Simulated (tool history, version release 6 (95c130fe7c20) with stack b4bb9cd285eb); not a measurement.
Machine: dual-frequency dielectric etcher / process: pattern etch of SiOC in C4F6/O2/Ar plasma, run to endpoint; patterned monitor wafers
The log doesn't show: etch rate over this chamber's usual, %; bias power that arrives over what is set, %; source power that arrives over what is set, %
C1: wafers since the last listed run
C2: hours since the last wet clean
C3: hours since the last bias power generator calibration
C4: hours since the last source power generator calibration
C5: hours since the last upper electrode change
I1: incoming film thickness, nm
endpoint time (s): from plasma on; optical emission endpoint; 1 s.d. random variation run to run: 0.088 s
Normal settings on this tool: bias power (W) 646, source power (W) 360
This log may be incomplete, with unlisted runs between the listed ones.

{"run": 1, "hour": 0.0, "bias power (W)": 701, "source power (W)": 360, "C1": 0, "C2": 262.8, "C3": 3387.8, "C4": 3496.6, "C5": 1670.5, "I1": 41.84, "endpoint time (s)": 12.5}
{"run": 2, "hour": 75.0, "bias power (W)": 701, "source power (W)": 360, "C1": 1355, "C2": 337.8, "C3": 3462.8, "C4": 3571.6, "C5": 1745.5, "I1": 41.43, "endpoint time (s)": 12.4}
{"run": 3, "hour": 157.1, "bias power (W)": 701, "source power (W)": 360, "C1": 1484, "C2": 419.9, "C3": 3544.9, "C4": 3653.7, "C5": 1827.6, "I1": 41.25, "endpoint time (s)": 12.4}
{"run": 4, "hour": 200.7, "bias power (W)": 646, "source power (W)": 360, "C1": 788, "C2": 463.5, "C3": 3588.5, "C4": 3697.3, "C5": 1871.2, "I1": 41.55, "endpoint time (s)": 13}
{"hour": 307.2, "done": "wet clean of the chamber"}
{"run": 5, "hour": 307.7, "bias power (W)": 646, "source power (W)": 360, "C1": 1500, "C2": 0.5, "C3": 3695.5, "C4": 3804.3, "C5": 1978.2, "I1": 41.62, "endpoint time (s)": 13.1}
{"run": 6, "hour": 362.3, "bias power (W)": 646, "source power (W)": 360, "C1": 987, "C2": 55.1, "C3": 3750.1, "C4": 3858.9, "C5": 2032.8, "I1": 41.44, "endpoint time (s)": 12.9}
{"run": 7, "hour": 457.7, "bias power (W)": 646, "source power (W)": 360, "C1": 1724, "C2": 150.5, "C3": 3845.5, "C4": 3954.3, "C5": 2128.2, "I1": 41.06, "endpoint time (s)": 12.7}
{"run": 8, "hour": 542.5, "bias power (W)": 646, "source power (W)": 360, "C1": 1532, "C2": 235.3, "C3": 3930.3, "C4": 4039.1, "C5": 2213, "I1": 41.24, "endpoint time (s)": 12.8}
{"run": 9, "hour": 628.5, "bias power (W)": 646, "source power (W)": 420, "C1": 1554, "C2": 321.3, "C3": 4016.3, "C4": 4125.1, "C5": 2299, "I1": 41.53, "endpoint time (s)": 12.3}
{"run": 10, "hour": 687.9, "bias power (W)": 646, "source power (W)": 420, "C1": 1073, "C2": 380.7, "C3": 4075.7, "C4": 4184.5, "C5": 2358.4, "I1": 41.51, "endpoint time (s)": 12.2}
{"hour": 731.7, "done": "bias power generator calibrated"}
{"run": 11, "hour": 770.8, "bias power (W)": 646, "source power (W)": 420, "C1": 1426, "C2": 463.6, "C3": 39.1, "C4": 4267.4, "C5": 2441.3, "I1": 41.14, "endpoint time (s)": 12.1}
{"run": 12, "hour": 810.3, "bias power (W)": 703, "source power (W)": 360, "C1": 714, "C2": 503.1, "C3": 78.6, "C4": 4306.9, "C5": 2480.8, "I1": 41.41, "endpoint time (s)": 12.4}
{"hour": 843.1, "done": "wet clean of the chamber"}
{"hour": 920.4, "done": "upper electrode replaced"}
{"run": 13, "hour": 920.9, "bias power (W)": 703, "source power (W)": 360, "C1": 1131, "C2": 77.8, "C3": 189.2, "C4": 4417.5, "C5": 0.5, "I1": 41.62, "endpoint time (s)": 12.4}
{"hour": 954.3, "done": "source power generator calibrated"}
{"run": 14, "hour": 1008.0, "bias power (W)": 646, "source power (W)": 360, "C1": 1502, "C2": 164.9, "C3": 276.3, "C4": 53.7, "C5": 87.6, "I1": 41.06, "endpoint time (s)": 12.8}
{"run": 15, "hour": 1099.8, "bias power (W)": 491, "source power (W)": 330, "C1": 1659, "C2": 256.7, "C3": 368.1, "C4": 145.5, "C5": 179.4, "I1": 41.57, "endpoint time (s)": 15.5}
{"run": 16, "hour": 1165.3, "bias power (W)": 780, "source power (W)": 360, "C1": 1184, "C2": 322.2, "C3": 433.6, "C4": 211, "C5": 244.9, "I1": 41.12, "endpoint time (s)": 11.6}
{"run": 17, "hour": 1247.4, "bias power (W)": 486, "source power (W)": 320, "C1": 1484, "C2": 404.3, "C3": 515.7, "C4": 293.1, "C5": 327, "I1": 41.53, "endpoint time (s)": 15.6}
{"run": 18, "hour": 1353.2, "bias power (W)": 646, "source power (W)": 360, "C1": 1912, "C2": 510.1, "C3": 621.5, "C4": 398.9, "C5": 432.8, "I1": 41.12, "endpoint time (s)": 12.7}
{"hour": 1416.5, "done": "wet clean of the chamber"}
{"run": 19, "hour": 1417.0, "bias power (W)": 540, "source power (W)": 360, "C1": 719, "C2": 0.5, "C3": 685.3, "C4": 462.7, "C5": 496.6, "I1": 41.23, "endpoint time (s)": 14}
{"run": 20, "hour": 1465.6, "bias power (W)": 646, "source power (W)": 360, "C1": 878, "C2": 49.1, "C3": 733.9, "C4": 511.3, "C5": 545.2, "I1": 41.29, "endpoint time (s)": 12.8}
{"run": 21, "hour": 1524.8, "bias power (W)": 545, "source power (W)": 360, "C1": 1070, "C2": 108.3, "C3": 793.1, "C4": 570.5, "C5": 604.4, "I1": 41.07, "endpoint time (s)": 13.8}
{"run": 22, "hour": 1569.7, "bias power (W)": 743, "source power (W)": 360, "C1": 811, "C2": 153.2, "C3": 838, "C4": 615.4, "C5": 649.3, "I1": 41.69, "endpoint time (s)": 12.2}
{"run": 23, "hour": 1621.2, "bias power (W)": 574, "source power (W)": 280, "C1": 930, "C2": 204.7, "C3": 889.5, "C4": 666.9, "C5": 700.8, "I1": 41.55, "endpoint time (s)": 15.2}
{"run": 24, "hour": 1686.6, "bias power (W)": 767, "source power (W)": 320, "C1": 1182, "C2": 270.1, "C3": 954.9, "C4": 732.3, "C5": 766.2, "I1": 41.8, "endpoint time (s)": 12.5}
{"run": 25, "hour": 1740.3, "bias power (W)": 495, "source power (W)": 280, "C1": 970, "C2": 323.8, "C3": 1008.6, "C4": 786, "C5": 819.9, "I1": 41.58, "endpoint time (s)": 16.1}
{"run": 26, "hour": 1814.4, "bias power (W)": 760, "source power (W)": 430, "C1": 1339, "C2": 397.9, "C3": 1082.7, "C4": 860.1, "C5": 894, "I1": 41.76, "endpoint time (s)": 11.2}
{"run": 27, "hour": 1874.1, "bias power (W)": 569, "source power (W)": 410, "C1": 1079, "C2": 457.6, "C3": 1142.4, "C4": 919.8, "C5": 953.7, "I1": 41.68, "endpoint time (s)": 13.2}
{"run": 28, "hour": 1952.8, "bias power (W)": 646, "source power (W)": 360, "C1": 1422, "C2": 536.3, "C3": 1221.1, "C4": 998.5, "C5": 1032.4, "I1": 41.34, "endpoint time (s)": 13}
{"run": 29, "hour": 1991.8, "bias power (W)": 646, "source power (W)": 360, "C1": 705, "C2": 575.3, "C3": 1260.1, "C4": 1037.5, "C5": 1071.4, "I1": 41.54, "endpoint time (s)": 12.9}
{"hour": 2046.7, "done": "wet clean of the chamber"}
{"run": 30, "hour": 2094.9, "bias power (W)": 646, "source power (W)": 360, "C1": 1429, "C2": 48.2, "C3": 1363.2, "C4": 1140.6, "C5": 1174.5, "I1": 41.44, "endpoint time (s)": 13}
{"run": 31, "hour": 2198.4, "bias power (W)": 580, "source power (W)": 290, "C1": 1871, "C2": 151.7, "C3": 1466.7, "C4": 1244.1, "C5": 1278, "I1": 41.88, "endpoint time (s)": 14.9}
{"run": 32, "hour": 2282.8, "bias power (W)": 543, "source power (W)": 330, "C1": 1525, "C2": 236.1, "C3": 1551.1, "C4": 1328.5, "C5": 1362.4, "I1": 41.39, "endpoint time (s)": 14.5}
{"run": 33, "hour": 2354.0, "bias power (W)": 531, "source power (W)": 440, "C1": 1287, "C2": 307.3, "C3": 1622.3, "C4": 1399.7, "C5": 1433.6, "I1": 41.75, "endpoint time (s)": 13.4}
{"run": 34, "hour": 2403.0, "bias power (W)": 735, "source power (W)": 310, "C1": 885, "C2": 356.3, "C3": 1671.3, "C4": 1448.7, "C5": 1482.6, "I1": 41.57, "endpoint time (s)": 13}

5 options for the next run, each taken on its own from the tool as it stands now. Forecast them:
{"run": "A", "hour": 2403.4, "bias power (W)": 646, "source power (W)": 430, "C1": 7, "C2": 356.7, "C3": 1671.7, "C4": 1449.1, "C5": 1483, "I1": 41.41, "endpoint time (s)": "?"}
{"run": "B", "hour": 2403.4, "bias power (W)": 806, "source power (W)": 310, "C1": 7, "C2": 356.7, "C3": 1671.7, "C4": 1449.1, "C5": 1483, "I1": 41.41, "endpoint time (s)": "?"}
{"run": "C", "hour": 2403.4, "bias power (W)": 803, "source power (W)": 410, "C1": 7, "C2": 356.7, "C3": 1671.7, "C4": 1449.1, "C5": 1483, "I1": 41.41, "endpoint time (s)": "?"}
{"run": "D", "hour": 2403.4, "bias power (W)": 581, "source power (W)": 300, "C1": 7, "C2": 356.7, "C3": 1671.7, "C4": 1449.1, "C5": 1483, "I1": 41.41, "endpoint time (s)": "?"}
{"run": "E", "hour": 2403.4, "bias power (W)": 724, "source power (W)": 320, "C1": 7, "C2": 356.7, "C3": 1671.7, "C4": 1449.1, "C5": 1483, "I1": 41.41, "endpoint time (s)": "?"}

run=A endpoint_time_(s)=12
run=B endpoint_time_(s)=12.2
run=C endpoint_time_(s)=11
run=D endpoint_time_(s)=14.4
run=E endpoint_time_(s)=12.6
With the hidden condition removed and each run's random variation left untouched, the same runs would have given:
run=A endpoint_time_(s)=12
run=B endpoint_time_(s)=12.2
run=C endpoint_time_(s)=11
run=D endpoint_time_(s)=14.4
run=E endpoint_time_(s)=12.6
